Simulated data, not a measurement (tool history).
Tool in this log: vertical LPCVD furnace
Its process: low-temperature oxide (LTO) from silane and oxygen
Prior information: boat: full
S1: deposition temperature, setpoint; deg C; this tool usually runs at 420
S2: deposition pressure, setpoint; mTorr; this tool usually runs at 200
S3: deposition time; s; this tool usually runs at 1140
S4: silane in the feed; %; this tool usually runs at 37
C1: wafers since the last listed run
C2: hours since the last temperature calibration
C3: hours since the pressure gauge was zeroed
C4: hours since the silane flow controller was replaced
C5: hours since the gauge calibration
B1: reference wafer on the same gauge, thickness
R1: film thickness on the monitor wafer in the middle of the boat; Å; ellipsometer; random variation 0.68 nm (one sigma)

Run 1, hour 0: usual settings; C1 0; C2 3623.1; C3 1108.6; C4 1848.2; C5 2206.9; B1 160.11. Result: R1 2001.6 Å.
Run 2, hour 57: usual settings; C1 925; C2 3680.1; C3 1165.6; C4 1905.2; C5 2263.9; B1 160.12. Result: R1 2011.9 Å.
Run 3, hour 122: usual settings; C1 1055; C2 3745.1; C3 1230.6; C4 1970.2; C5 2328.9; B1 160.02. Result: R1 1999.1 Å.
Run 4, hour 162.8: usual settings; C1 662; C2 3785.9; C3 1271.4; C4 2011; C5 2369.7; B1 160.22. Result: R1 2004.2 Å.
At hour 182.5: gauge calibrated.
Run 5, hour 187.1: usual settings but S1 428 deg C; C1 394; C2 3810.2; C3 1295.7; C4 2035.3; C5 4.6; B1 160.05. Result: R1 2184.3 Å.
Run 6, hour 238.8: usual settings but S1 428 deg C; C1 839; C2 3861.9; C3 1347.4; C4 2087; C5 56.3; B1 160.04. Result: R1 2174.8 Å.
Run 7, hour 280.3: usual settings; C1 673; C2 3903.4; C3 1388.9; C4 2128.5; C5 97.8; B1 160.18. Result: R1 2000.2 Å.
Run 8, hour 313.1: usual settings; C1 532; C2 3936.2; C3 1421.7; C4 2161.3; C5 130.6; B1 159.96. Result: R1 2005.2 Å.
At hour 386.9: silane flow controller replaced.
Run 9, hour 387.4: usual settings but S1 417 deg C; C1 816; C2 4010.5; C3 1496; C4 0.5; C5 204.9; B1 159.95. Result: R1 1943.9 Å.
Run 10, hour 420.2: usual settings but S1 424 deg C, S2 170 mTorr; C1 532; C2 4043.3; C3 1528.8; C4 33.3; C5 237.7; B1 160. Result: R1 1781 Å.
Run 11, hour 483: usual settings but S2 235 mTorr, S3 990 s, S4 42 %; C1 1019; C2 4106.1; C3 1591.6; C4 96.1; C5 300.5; B1 159.95. Result: R1 2366.1 Å.
Run 12, hour 540.8: usual settings but S2 170 mTorr, S3 990 s; C1 938; C2 4163.9; C3 1649.4; C4 153.9; C5 358.3; B1 159.88. Result: R1 1487.1 Å.
At hour 613.8: thermocouples replaced and temperature profile calibrated.
Run 13, hour 660.1: usual settings; C1 1547; C2 46.3; C3 1768.7; C4 273.2; C5 477.6; B1 159.95. Result: R1 2000.6 Å.
Run 14, hour 712.2: usual settings; C1 846; C2 98.4; C3 1820.8; C4 325.3; C5 529.7; B1 160.08. Result: R1 2005.1 Å.
Run 15, hour 742.8: usual settings but S1 416 deg C, S4 31 %; C1 496; C2 129; C3 1851.4; C4 355.9; C5 560.3; B1 159.89. Result: R1 1535.3 Å.
Run 16, hour 799.7: usual settings but S1 415 deg C, S2 215 mTorr, S3 1560 s; C1 924; C2 185.9; C3 1908.3; C4 412.8; C5 617.2; B1 159.97. Result: R1 2785.8 Å.
Run 17, hour 853.9: usual settings but S2 150 mTorr, S3 1260 s; C1 880; C2 240.1; C3 1962.5; C4 467; C5 671.4; B1 159.93. Result: R1 1677.8 Å.
Run 18, hour 921.7: usual settings but S1 430 deg C, S2 165 mTorr, S3 1560 s, S4 30 %; C1 1101; C2 307.9; C3 2030.3; C4 534.8; C5 739.2; B1 159.66. Result: R1 1942.6 Å.
Run 19, hour 966.4: usual settings but S1 431 deg C, S2 220 mTorr, S3 1470 s, S4 31 %; C1 725; C2 352.6; C3 2075; C4 579.5; C5 783.9; B1 160.03. Result: R1 2554.9 Å.
At hour 1026: pressure gauge zeroed.
Run 20, hour 1035.7: usual settings but S3 1410 s, S4 34 %; C1 735; C2 421.9; C3 9.7; C4 648.8; C5 853.2; B1 159.79. Result: R1 2160.7 Å.
Run 21, hour 1105.5: usual settings but S3 1440 s; C1 1133; C2 491.7; C3 79.5; C4 718.6; C5 923; B1 159.94. Result: R1 2462 Å.
Run 22, hour 1145.8: usual settings but S1 426 deg C, S2 245 mTorr; C1 654; C2 532; C3 119.8; C4 758.9; C5 963.3; B1 159.82. Result: R1 2556.4 Å.
Run 23, hour 1204.4: usual settings but S1 409 deg C, S2 185 mTorr; C1 951; C2 590.6; C3 178.4; C4 817.5; C5 1021.9; B1 159.91. Result: R1 1625.9 Å.
Run 24, hour 1235.5: usual settings but S1 411 deg C, S2 225 mTorr; C1 505; C2 621.7; C3 209.5; C4 848.6; C5 1053; B1 159.92. Result: R1 2020 Å.
Run 25, hour 1274.2: usual settings; C1 628; C2 660.4; C3 248.2; C4 887.3; C5 1091.7; B1 160.18. Result: R1 1971.9 Å.

Run 26 comes next. What will it give?
Run 26, hour 1316.6: usual settings but S2 160 mTorr; C1 688; C2 702.8; C3 290.6; C4 929.7; C5 1134.1; B1 ?. Result: R1 ?.

B1: 159.99
R1: 1586.8 Å
Without the tool's hidden state the same run would have given R1 1564.4 Å.
